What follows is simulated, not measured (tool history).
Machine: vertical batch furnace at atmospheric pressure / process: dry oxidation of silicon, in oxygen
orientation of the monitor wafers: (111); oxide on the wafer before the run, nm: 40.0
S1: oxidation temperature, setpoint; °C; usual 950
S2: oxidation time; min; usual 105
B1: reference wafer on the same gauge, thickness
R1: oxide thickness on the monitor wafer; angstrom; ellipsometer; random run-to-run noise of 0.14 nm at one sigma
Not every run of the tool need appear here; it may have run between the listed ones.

{"run": 1, "hour": 0.0, "S1": 950, "S2": 146.5, "B1": 89.91, "R1": 1066.8}
{"run": 2, "hour": 14.2, "S1": 950, "S2": 146.5, "B1": 89.89, "R1": 1065}
{"run": 3, "hour": 21.3, "S1": 950, "S2": 146.5, "B1": 89.88, "R1": 1063.5}
{"run": 4, "hour": 38.3, "S1": 950, "S2": 105, "B1": 89.89, "R1": 910.2}
{"run": 5, "hour": 58.1, "S1": 950, "S2": 105, "B1": 89.9, "R1": 912.9}
{"run": 6, "hour": 72.2, "S1": 950, "S2": 105, "B1": 89.9, "R1": 912.2}
{"run": 7, "hour": 79.1, "S1": 950, "S2": 105, "B1": 89.93, "R1": 909.8}
{"run": 8, "hour": 98.7, "S1": 950, "S2": 105, "B1": 89.94, "R1": 910.5}
{"run": 9, "hour": 110.9, "S1": 950, "S2": 69, "B1": 89.87, "R1": 765.8}
{"run": 10, "hour": 130.3, "S1": 939, "S2": 105, "B1": 89.89, "R1": 861.8}
{"run": 11, "hour": 137.8, "S1": 939, "S2": 105, "B1": 89.9, "R1": 859.7}
{"run": 12, "hour": 149.3, "S1": 939, "S2": 105, "B1": 89.89, "R1": 862.7}
{"run": 13, "hour": 163.7, "S1": 950, "S2": 105, "B1": 89.89, "R1": 909.6}
{"hour": 166.9, "done": "gauge calibrated"}
{"run": 14, "hour": 182.1, "S1": 950, "S2": 105, "B1": 89.92, "R1": 913.5}
{"run": 15, "hour": 195.2, "S1": 950, "S2": 129.5, "B1": 89.93, "R1": 1000.5}
{"run": 16, "hour": 208.2, "S1": 961, "S2": 87, "B1": 89.89, "R1": 887.1}
{"run": 17, "hour": 221.7, "S1": 950, "S2": 105, "B1": 89.9, "R1": 908.6}
{"run": 18, "hour": 240.4, "S1": 950, "S2": 105, "B1": 89.89, "R1": 912}
{"run": 19, "hour": 292.1, "S1": 961, "S2": 105, "B1": 89.87, "R1": 962.3}
{"hour": 321.1, "done": "thermocouples replaced and temperature profile calibrated"}
{"run": 20, "hour": 321.6, "S1": 950, "S2": 77.5, "B1": 89.92, "R1": 800.9}
{"run": 21, "hour": 326.3, "S1": 964, "S2": 105, "B1": 89.91, "R1": 980.3}
{"run": 22, "hour": 331.0, "S1": 950, "S2": 77.5, "B1": 89.89, "R1": 799.3}
{"run": 23, "hour": 335.7, "S1": 939, "S2": 149.5, "B1": 89.91, "R1": 1012.2}
{"run": 24, "hour": 341.0, "S1": 950, "S2": 105, "B1": 89.91, "R1": 910.3}
{"run": 25, "hour": 356.2, "S1": 968, "S2": 59, "B1": 89.9, "R1": 781.3}
{"hour": 396.2, "done": "boat lift adjusted"}
{"run": 26, "hour": 396.7, "S1": 936, "S2": 105, "B1": 89.88, "R1": 862.4}
{"run": 27, "hour": 401.4, "S1": 931, "S2": 149.5, "B1": 89.87, "R1": 984.8}
{"run": 28, "hour": 406.1, "S1": 962, "S2": 133, "B1": 89.92, "R1": 1103.7}
{"run": 29, "hour": 410.8, "S1": 927, "S2": 69, "B1": 89.91, "R1": 698.8}
{"run": 30, "hour": 415.7, "S1": 944, "S2": 54.5, "B1": 89.9, "R1": 692.8}
{"run": 31, "hour": 434.1, "S1": 930, "S2": 151, "B1": 89.89, "R1": 983.1}
{"run": 32, "hour": 445.3, "S1": 928, "S2": 124, "B1": 89.93, "R1": 888.2}
{"run": 33, "hour": 454.6, "S1": 970, "S2": 151, "B1": 89.87, "R1": 1227}
{"run": 34, "hour": 469.3, "S1": 938, "S2": 126, "B1": 89.92, "R1": 945.6}
{"run": 35, "hour": 476.8, "S1": 965, "S2": 64, "B1": 89.9, "R1": 804.4}
{"run": 36, "hour": 488.3, "S1": 964, "S2": 58.5, "B1": 89.92, "R1": 771.6}
{"run": 37, "hour": 514.1, "S1": 950, "S2": 105, "B1": 89.91, "R1": 924.6}
{"run": 38, "hour": 532.7, "S1": 973, "S2": 62, "B1": 89.89, "R1": 819.9}

Give the tool's hidden conditions for every run:
true tube temperature minus thermocouple reading, K: 0 at every run
gauge reads high (%): 0 at every run
H1: monitor wafer colder than the profiled boat position, K
run=1 H1=3.8
run=2 H1=3.81
run=3 H1=3.81
run=4 H1=3.82
run=5 H1=3.83
run=6 H1=3.84
run=7 H1=3.84
run=8 H1=3.85
run=9 H1=3.85
run=10 H1=3.86
run=11 H1=3.86
run=12 H1=3.87
run=13 H1=3.87
run=14 H1=3.88
run=15 H1=3.89
run=16 H1=3.89
run=17 H1=3.9
run=18 H1=3.9
run=19 H1=3.92
run=20 H1=3.93
run=21 H1=3.93
run=22 H1=3.93
run=23 H1=3.94
run=24 H1=3.94
run=25 H1=3.94
run=26 H1=0.752
run=27 H1=0.774
run=28 H1=0.795
run=29 H1=0.816
run=30 H1=0.838
run=31 H1=0.92
run=32 H1=0.969
run=33 H1=1.01
run=34 H1=1.07
run=35 H1=1.1
run=36 H1=1.15
run=37 H1=1.26
run=38 H1=1.33
